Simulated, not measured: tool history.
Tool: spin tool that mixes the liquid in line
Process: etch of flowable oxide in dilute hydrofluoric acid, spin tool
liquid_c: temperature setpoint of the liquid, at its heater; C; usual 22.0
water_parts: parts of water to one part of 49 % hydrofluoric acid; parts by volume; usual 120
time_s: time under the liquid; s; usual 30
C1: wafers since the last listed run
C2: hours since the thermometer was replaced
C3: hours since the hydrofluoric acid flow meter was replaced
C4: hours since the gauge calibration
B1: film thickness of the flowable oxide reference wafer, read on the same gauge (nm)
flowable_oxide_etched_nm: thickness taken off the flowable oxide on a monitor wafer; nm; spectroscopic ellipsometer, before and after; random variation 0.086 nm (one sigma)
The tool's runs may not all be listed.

{"run": 1, "hour": 0.0, "liquid_c": 22.0, "water_parts": 120, "time_s": 45, "C1": 0, "C2": 656.0, "C3": 1741.1, "C4": 371.0, "B1": 90.03, "flowable_oxide_etched_nm": 19.42}
{"hour": 1.6, "done": "gauge calibrated"}
{"run": 2, "hour": 7.2, "liquid_c": 22.0, "water_parts": 120, "time_s": 30, "C1": 84, "C2": 663.2, "C3": 1748.3, "C4": 5.6, "B1": 90.0, "flowable_oxide_etched_nm": 12.87}
{"run": 3, "hour": 13.9, "liquid_c": 22.0, "water_parts": 120, "time_s": 30, "C1": 78, "C2": 669.9, "C3": 1755.0, "C4": 12.3, "B1": 90.01, "flowable_oxide_etched_nm": 12.98}
{"run": 4, "hour": 26.4, "liquid_c": 22.0, "water_parts": 120, "time_s": 30, "C1": 146, "C2": 682.4, "C3": 1767.5, "C4": 24.8, "B1": 89.98, "flowable_oxide_etched_nm": 12.96}
{"run": 5, "hour": 38.6, "liquid_c": 25.0, "water_parts": 120, "time_s": 25, "C1": 142, "C2": 694.6, "C3": 1779.7, "C4": 37.0, "B1": 90.03, "flowable_oxide_etched_nm": 12.13}
{"run": 6, "hour": 48.2, "liquid_c": 25.0, "water_parts": 120, "time_s": 25, "C1": 112, "C2": 704.2, "C3": 1789.3, "C4": 46.6, "B1": 89.99, "flowable_oxide_etched_nm": 12.05}
{"run": 7, "hour": 57.4, "liquid_c": 22.0, "water_parts": 80, "time_s": 30, "C1": 107, "C2": 713.4, "C3": 1798.5, "C4": 55.8, "B1": 90.01, "flowable_oxide_etched_nm": 20.34}
{"run": 8, "hour": 66.2, "liquid_c": 22.0, "water_parts": 80, "time_s": 30, "C1": 103, "C2": 722.2, "C3": 1807.3, "C4": 64.6, "B1": 90.0, "flowable_oxide_etched_nm": 20.32}
{"run": 9, "hour": 107.5, "liquid_c": 22.0, "water_parts": 80, "time_s": 30, "C1": 484, "C2": 763.5, "C3": 1848.6, "C4": 105.9, "B1": 90.0, "flowable_oxide_etched_nm": 20.36}
{"run": 10, "hour": 118.1, "liquid_c": 22.0, "water_parts": 100, "time_s": 25, "C1": 124, "C2": 774.1, "C3": 1859.2, "C4": 116.5, "B1": 89.99, "flowable_oxide_etched_nm": 13.21}
{"run": 11, "hour": 128.2, "liquid_c": 22.0, "water_parts": 120, "time_s": 30, "C1": 118, "C2": 784.2, "C3": 1869.3, "C4": 126.6, "B1": 89.96, "flowable_oxide_etched_nm": 12.87}
{"run": 12, "hour": 138.7, "liquid_c": 22.0, "water_parts": 120, "time_s": 30, "C1": 123, "C2": 794.7, "C3": 1879.8, "C4": 137.1, "B1": 89.99, "flowable_oxide_etched_nm": 12.9}
{"run": 13, "hour": 153.8, "liquid_c": 22.0, "water_parts": 175, "time_s": 15, "C1": 176, "C2": 809.8, "C3": 1894.9, "C4": 152.2, "B1": 90.05, "flowable_oxide_etched_nm": 4.12}
{"hour": 167.9, "done": "hydrofluoric acid flow meter replaced"}
{"run": 14, "hour": 168.4, "liquid_c": 19.5, "water_parts": 120, "time_s": 35, "C1": 159, "C2": 824.4, "C3": 0.5, "C4": 166.8, "B1": 89.97, "flowable_oxide_etched_nm": 15.15}
{"run": 15, "hour": 176.2, "liquid_c": 18.5, "water_parts": 105, "time_s": 25, "C1": 91, "C2": 832.2, "C3": 8.3, "C4": 174.6, "B1": 90.01, "flowable_oxide_etched_nm": 12.14}
{"run": 16, "hour": 190.3, "liquid_c": 17.0, "water_parts": 170, "time_s": 15, "C1": 165, "C2": 846.3, "C3": 22.4, "C4": 188.7, "B1": 90.0, "flowable_oxide_etched_nm": 3.97}
{"run": 17, "hour": 205.6, "liquid_c": 22.0, "water_parts": 120, "time_s": 30, "C1": 179, "C2": 861.6, "C3": 37.7, "C4": 204.0, "B1": 90.03, "flowable_oxide_etched_nm": 14.18}
{"run": 18, "hour": 219.3, "liquid_c": 22.0, "water_parts": 85, "time_s": 50, "C1": 160, "C2": 875.3, "C3": 51.4, "C4": 217.7, "B1": 89.99, "flowable_oxide_etched_nm": 34.89}
{"run": 19, "hour": 233.6, "liquid_c": 22.0, "water_parts": 120, "time_s": 40, "C1": 167, "C2": 889.6, "C3": 65.7, "C4": 232.0, "B1": 90.01, "flowable_oxide_etched_nm": 19.04}
{"run": 20, "hour": 241.7, "liquid_c": 20.0, "water_parts": 90, "time_s": 15, "C1": 94, "C2": 897.7, "C3": 73.8, "C4": 240.1, "B1": 89.99, "flowable_oxide_etched_nm": 9.1}
{"run": 21, "hour": 258.7, "liquid_c": 22.0, "water_parts": 65, "time_s": 45, "C1": 199, "C2": 914.7, "C3": 90.8, "C4": 257.1, "B1": 90.04, "flowable_oxide_etched_nm": 42.53}
{"hour": 274.8, "done": "thermometer replaced"}
{"run": 22, "hour": 275.3, "liquid_c": 26.5, "water_parts": 120, "time_s": 30, "C1": 182, "C2": 0.5, "C3": 107.4, "C4": 273.7, "B1": 90.01, "flowable_oxide_etched_nm": 17.04}
{"run": 23, "hour": 291.2, "liquid_c": 18.0, "water_parts": 65, "time_s": 35, "C1": 186, "C2": 16.4, "C3": 123.3, "C4": 289.6, "B1": 90.01, "flowable_oxide_etched_nm": 27.47}
{"run": 24, "hour": 306.2, "liquid_c": 19.0, "water_parts": 70, "time_s": 35, "C1": 175, "C2": 31.4, "C3": 138.3, "C4": 304.6, "B1": 90.0, "flowable_oxide_etched_nm": 26.57}

Forecast run 25:
{"run": 25, "hour": 319.3, "liquid_c": 24.0, "water_parts": 120, "time_s": 40, "C1": 153, "C2": 44.5, "C3": 151.4, "C4": 317.7, "B1": "?", "flowable_oxide_etched_nm": "?"}

{"run 25": {"B1": 90.0, "flowable_oxide_etched_nm": 20.44}}
Without the tool's hidden state the same run would have given flowable_oxide_etched_nm 20.77 nm.
